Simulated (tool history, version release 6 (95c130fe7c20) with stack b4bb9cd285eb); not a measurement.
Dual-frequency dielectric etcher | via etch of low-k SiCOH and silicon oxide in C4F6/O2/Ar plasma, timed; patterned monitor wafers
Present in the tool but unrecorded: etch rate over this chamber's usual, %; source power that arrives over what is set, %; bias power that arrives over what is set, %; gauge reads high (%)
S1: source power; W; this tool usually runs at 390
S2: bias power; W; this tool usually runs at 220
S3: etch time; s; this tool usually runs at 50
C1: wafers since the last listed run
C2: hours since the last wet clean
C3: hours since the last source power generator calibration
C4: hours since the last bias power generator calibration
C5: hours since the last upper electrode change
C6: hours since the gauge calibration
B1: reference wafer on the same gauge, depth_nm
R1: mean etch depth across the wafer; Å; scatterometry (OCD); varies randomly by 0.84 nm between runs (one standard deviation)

run,hour,S1,S2,S3,C1,C2,C3,C4,C5,C6,B1,R1
1,0,390,220,50,0,224.6,4242.2,3988.1,2364.4,203.3,126,1561
2,15.5,430,220,50,145,240.1,4257.7,4003.6,2379.9,218.8,125.9,1587
3,22.8,430,220,50,68,247.4,4265,4010.9,2387.2,226.1,126,1592
4,36.2,430,220,50,125,260.8,4278.4,4024.3,2400.6,239.5,126,1595
5,50.5,390,246,50,134,275.1,4292.7,4038.6,2414.9,253.8,125.9,1601
6,62.2,390,246,50,109,286.8,4304.4,4050.3,2426.6,265.5,126,1601
7,74.6,390,246,50,116,299.2,4316.8,4062.7,2439,277.9,126,1601
8,89.6,390,220,50,140,314.2,4331.8,4077.7,2454,292.9,126.1,1540
# hour 116.8: wet clean of the chamber
9,117.3,390,220,50,34,0.5,4359.5,4105.4,2481.7,320.6,126,1576
10,117.6,390,220,50,2,0.8,4359.8,4105.7,2482,320.9,126,1581
11,117.9,390,220,59.5,2,1.1,4360.1,4106,2482.3,321.2,126.1,1890
# hour 128.4: bias power generator calibrated
12,128.9,390,220,59.5,65,12.1,4371.1,0.5,2493.3,332.2,125.8,1876
# hour 161.6: gauge calibrated
13,172.5,460,258,36,409,55.7,4414.7,44.1,2536.9,10.9,126.1,1254
14,179.8,360,200,61,68,63,4422,51.4,2544.2,18.2,126,1789
# hour 206.5: upper electrode replaced, of another model than before
15,207,430,220,54.5,30,90.2,4449.2,78.6,0.5,45.4,126,1725
16,219.6,430,220,50,118,102.8,4461.8,91.2,13.1,58,126,1585
17,259.3,390,199,57.5,372,142.5,4501.5,130.9,52.8,97.7,125.9,1740
18,269.9,490,220,50,99,153.1,4512.1,141.5,63.4,108.3,126,1618
19,300,390,220,50,282,183.2,4542.2,171.6,93.5,138.4,125.9,1547
# hour 308.6: source power generator calibrated
20,313.6,390,220,50,90,196.8,5,185.2,107.1,152,125.9,1542
21,330.2,390,220,61.5,155,213.4,21.6,201.8,123.7,168.6,126,1891
22,343.1,390,237,65,121,226.3,34.5,214.7,136.6,181.5,126.1,2023
23,352.6,460,235,64.5,89,235.8,44,224.2,146.1,191,126,2068
24,359.9,430,168,64.5,68,243.1,51.3,231.5,153.4,198.3,125.9,1873
25,375.8,480,246,37,149,259,67.2,247.4,169.3,214.2,126.1,1222
26,385.3,460,236,36,89,268.5,76.7,256.9,178.8,223.7,125.9,1160
27,395.1,320,248,44.5,91,278.3,86.5,266.7,188.6,233.5,126.1,1350
28,407.9,390,220,59,120,291.1,99.3,279.5,201.4,246.3,126,1804
29,416.5,420,220,43.5,80,299.7,107.9,288.1,210,254.9,125.8,1353
30,423.9,390,246,50,69,307.1,115.3,295.5,217.4,262.3,125.9,1569
31,433.8,350,186,35,92,317,125.2,305.4,227.3,272.2,125.8,996

The tool's hidden state at each run:
source power that arrives over what is set, %: 0 at every run
bias power that arrives over what is set, %: 0 at every run
gauge reads high (%): 0 at every run
H1: etch rate over this chamber's usual, %
run,H1
1,-1.98
2,-2.18
3,-2.28
4,-2.46
5,-2.65
6,-2.8
7,-2.97
8,-3.17
9,0.18
10,0.176
11,0.172
12,0.0266
13,-0.552
14,-0.648
15,-1.01
16,-1.18
17,-1.7
18,-1.84
19,-2.24
20,-2.42
21,-2.64
22,-2.81
23,-2.94
24,-3.04
25,-3.25
26,-3.37
27,-3.5
28,-3.67
29,-3.79
30,-3.89
31,-4.02
